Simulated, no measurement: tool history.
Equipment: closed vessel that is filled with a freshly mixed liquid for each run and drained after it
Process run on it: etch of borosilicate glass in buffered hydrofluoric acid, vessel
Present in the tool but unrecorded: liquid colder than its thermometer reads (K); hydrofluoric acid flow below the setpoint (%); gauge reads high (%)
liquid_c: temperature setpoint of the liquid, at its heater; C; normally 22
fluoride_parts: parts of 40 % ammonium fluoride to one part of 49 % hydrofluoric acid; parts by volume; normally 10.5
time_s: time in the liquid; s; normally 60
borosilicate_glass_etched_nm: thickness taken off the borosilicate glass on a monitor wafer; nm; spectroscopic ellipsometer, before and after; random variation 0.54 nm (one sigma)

run   hour  liquid_c  fluoride_parts  time_s  wafers since the last listed run  hours since the thermometer was replaced  hours since the hydrofluoric acid flow meter was replaced  hours since the gauge calibration  read-back film thickness of the borosilicate glass reference wafer, read on the same gauge (nm)  borosilicate_glass_etched_nm
  1      0        22            10.5      60                                 0                                    1044.8                                                      393.2                                2.8                                                                                           150.02                         59.98
  2     12        22            10.5      60                              1776                                    1056.8                                                      405.2                               14.8                                                                                           149.99                         60.39
  3   19.1        22            10.5      60                              1050                                    1063.9                                                      412.3                               21.9                                                                                           149.99                          59.7
  4   25.8        22            10.5      60                               991                                    1070.6                                                        419                               28.6                                                                                           150.01                         58.42
  5   33.4        22            10.5      60                              1124                                    1078.2                                                      426.6                               36.2                                                                                           150.02                         59.37
  6   39.8        20            10.5      60                               947                                    1084.6                                                        433                               42.6                                                                                              150                         53.31
  7   57.4        20            10.5      60                              2605                                    1102.2                                                      450.6                               60.2                                                                                           150.01                         52.66
  8  106.8        22            10.5      60                              7311                                    1151.6                                                        500                              109.6                                                                                           150.03                         58.72
  9  117.6        22            10.5      60                              1598                                    1162.4                                                      510.8                              120.4                                                                                              150                         58.06
 10  124.1        22             8.5      85                               962                                    1168.9                                                      517.3                              126.9                                                                                           150.01                        100.86
 11  158.6        22             8.5      85                              5106                                    1203.4                                                      551.8                              161.4                                                                                           150.02                        100.04
 12  166.4        22              12      60                              1154                                    1211.2                                                      559.6                              169.2                                                                                              150                         51.35
 13  172.7        22            10.5      60                               932                                    1217.5                                                      565.9                              175.5                                                                                              150                         57.87
 14  186.5      25.5            11.5      45                              2042                                    1231.3                                                      579.7                              189.3                                                                                           149.99                         46.63

What does the tool deliver on the next run?
 15  196.4        25            13.5      60                              1465                                    1241.2                                                      589.6                              199.2                                                                                                ?                             ?

{"run 15": {"read-back film thickness of the borosilicate glass reference wafer, read on the same gauge (nm)": 149.99, "borosilicate_glass_etched_nm": 51.69}}
On a tool with no hidden condition, and with the same random variation, this run would have come out at borosilicate_glass_etched_nm 59.12 nm.
